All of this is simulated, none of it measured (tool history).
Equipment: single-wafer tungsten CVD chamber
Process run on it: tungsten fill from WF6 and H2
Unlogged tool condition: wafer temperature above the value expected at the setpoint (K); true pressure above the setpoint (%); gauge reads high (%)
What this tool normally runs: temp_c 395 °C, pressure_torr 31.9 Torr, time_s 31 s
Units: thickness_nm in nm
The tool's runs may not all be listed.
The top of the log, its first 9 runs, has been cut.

run	hour	temp_c	pressure_torr	time_s	wafers since the last listed run	hours since the last thermocouple change	hours since the last manometer calibration	hours since the showerhead was replaced	hours since the gauge calibration	read-back reference wafer on the same gauge, thickness_nm	thickness_nm
10	211.2	395	36.2	31	459	2077.1	727.6	4560.7	216	87.817	82.364
11	235	395	27.8	31	371	2100.9	751.4	4584.5	239.8	87.622	69.582
12	259.6	395	27.8	31	384	2125.5	776	4609.1	264.4	87.563	70.707
# hour 296.6: thermocouple changed; heater temperature recalibrated
13	360.1	395	27.8	31	1444	63.5	876.5	4709.6	364.9	87.047	69.553
14	391	395	34.8	31	482	94.4	907.4	4740.5	395.8	86.985	78.823
# hour 406.4: gauge calibrated
15	421.5	395	31.9	31	476	124.9	937.9	4771	15.1	88.295	76.429
16	451.4	404	31.9	31	467	154.8	967.8	4800.9	45	88.057	89.652
17	464	404	31.9	31	196	167.4	980.4	4813.5	57.6	88.151	89.601
18	489.6	401	31.9	25.4	399	193	1006	4839.1	83.2	87.909	69.927
# hour 505.3: capacitance manometer re-zeroed and calibrated
19	505.8	400	31.9	25.2	128	209.2	0.5	4855.3	99.4	88.04	67.565
20	532.4	388	36.7	32.9	415	235.8	27.1	4881.9	126	88.064	77.44
21	547.5	395	31.9	31	235	250.9	42.2	4897	141.1	87.853	76.29
22	581.9	403	27.5	31	537	285.3	76.6	4931.4	175.5	88.071	79.604
23	602.1	395	31.9	31	315	305.5	96.8	4951.6	195.7	87.853	76.227
24	630.1	382	29.5	27.2	437	333.5	124.8	4979.6	223.7	87.465	50.862
25	652.2	395	31.9	31	345	355.6	146.9	5001.7	245.8	87.704	75.43
# hour 670.3: showerhead replaced
26	688	387	36.7	35.1	434	391.4	182.7	17.7	281.6	87.538	81.422
27	715.8	395	28	27.1	434	419.2	210.5	45.5	309.4	87.235	61.725
28	737.8	385	28.5	36.6	343	441.2	232.5	67.5	331.4	87.285	70.913
29	768.7	395	31.9	31	482	472.1	263.4	98.4	362.3	87.118	75.77
30	799.5	384	24.4	31	481	502.9	294.2	129.2	393.1	86.656	53.028
31	812.7	395	31.9	31	206	516.1	307.4	142.4	406.3	86.815	75.167
32	840.5	395	38.7	29.3	434	543.9	335.2	170.2	434.1	86.618	79.115
33	858.7	390	31.9	34.9	284	562.1	353.4	188.4	452.3	86.306	78.187
# hour 863.7: gauge calibrated
34	883.6	395	35.6	31	388	587	378.3	213.3	19.9	88.357	81.649

Here are 4 independent what-if runs from the current tool condition. What would each one return?
A	884	380	31.9	31	6	587.4	378.7	213.7	20.3	?	?
B	884	406	36.7	35.4	6	587.4	378.7	213.7	20.3	?	?
C	884	395	31.9	28.5	6	587.4	378.7	213.7	20.3	?	?
D	884	395	31.9	35.7	6	587.4	378.7	213.7	20.3	?	?

run	read-back reference wafer on the same gauge, thickness_nm	thickness_nm
A	88.041	59.636
B	88.041	115.472
C	88.041	71.608
D	88.041	89.777
Without the tool's hidden state the same runs would have given:
run	thickness_nm
A	59.459
B	115.129
C	71.395
D	89.51

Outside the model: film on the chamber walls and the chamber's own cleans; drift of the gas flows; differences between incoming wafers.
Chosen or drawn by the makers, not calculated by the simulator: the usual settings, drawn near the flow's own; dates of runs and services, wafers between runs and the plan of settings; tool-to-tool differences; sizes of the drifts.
